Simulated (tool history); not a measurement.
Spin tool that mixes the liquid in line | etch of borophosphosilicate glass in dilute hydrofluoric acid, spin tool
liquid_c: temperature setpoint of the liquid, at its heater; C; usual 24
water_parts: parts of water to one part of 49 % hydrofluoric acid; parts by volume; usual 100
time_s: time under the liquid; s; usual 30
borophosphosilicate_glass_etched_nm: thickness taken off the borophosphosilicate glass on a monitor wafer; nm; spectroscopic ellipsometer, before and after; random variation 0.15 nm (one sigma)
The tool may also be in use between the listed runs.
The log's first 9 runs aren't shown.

run,day,liquid_c,water_parts,time_s,"read-back film thickness of the borophosphosilicate glass reference wafer, read on the same gauge (nm)",borophosphosilicate_glass_etched_nm
10,9.438,21.5,135,30,99.96,13.87
# day 9.95: thermometer replaced
11,10.367,21.5,135,30,100,14.14
12,11.162,21.5,135,30,100.06,13.98
13,11.883,24,100,30,100,21.52
14,12.971,22,100,30,100.03,20.05
15,13.662,22.5,100,15,99.94,10.31
16,14.575,20.5,140,40,99.99,17.4
17,16.817,26.5,145,25,100.03,13.27
18,17.467,24,100,30,99.98,21.77
19,18.3,24,100,30,99.97,22.03
20,19.017,19,100,35,99.98,20.82
21,20.012,24,65,30,100,34.82
# day 20.354: hydrofluoric acid flow meter replaced
22,21.2,24,80,15,100.01,12.59
23,22.196,28.5,65,30,99.99,37.79
24,23.325,20,100,30,100.01,16.59
25,24.183,25.5,145,30,100.02,13.52
# day 24.688: gauge calibrated
26,24.833,21.5,100,30,100,17.82
27,25.388,24,80,30,100.01,24.89
28,26.846,25.5,130,20,100.01,10.48
29,27.588,19.5,135,45,99.98,17.77
30,29.079,19.5,60,40,99.99,39.03
31,31.679,25.5,125,20,100.02,11.02
32,32.325,22.5,100,15,100.01,9.33
33,33.767,27,145,30,100.01,14.35

3 ways to go on from here, each from the tool as it stands after run 33. What would each give?
A,33.783,24,100,30,?,?
B,33.783,26,100,30,?,?
C,33.783,28.5,100,25,?,?

run,"read-back film thickness of the borophosphosilicate glass reference wafer, read on the same gauge (nm)",borophosphosilicate_glass_etched_nm
A,99.98,20.17
B,99.98,21.82
C,99.98,20.03
Without the tool's hidden state the same runs would have given:
run,borophosphosilicate_glass_etched_nm
A,19.39
B,20.98
C,19.25

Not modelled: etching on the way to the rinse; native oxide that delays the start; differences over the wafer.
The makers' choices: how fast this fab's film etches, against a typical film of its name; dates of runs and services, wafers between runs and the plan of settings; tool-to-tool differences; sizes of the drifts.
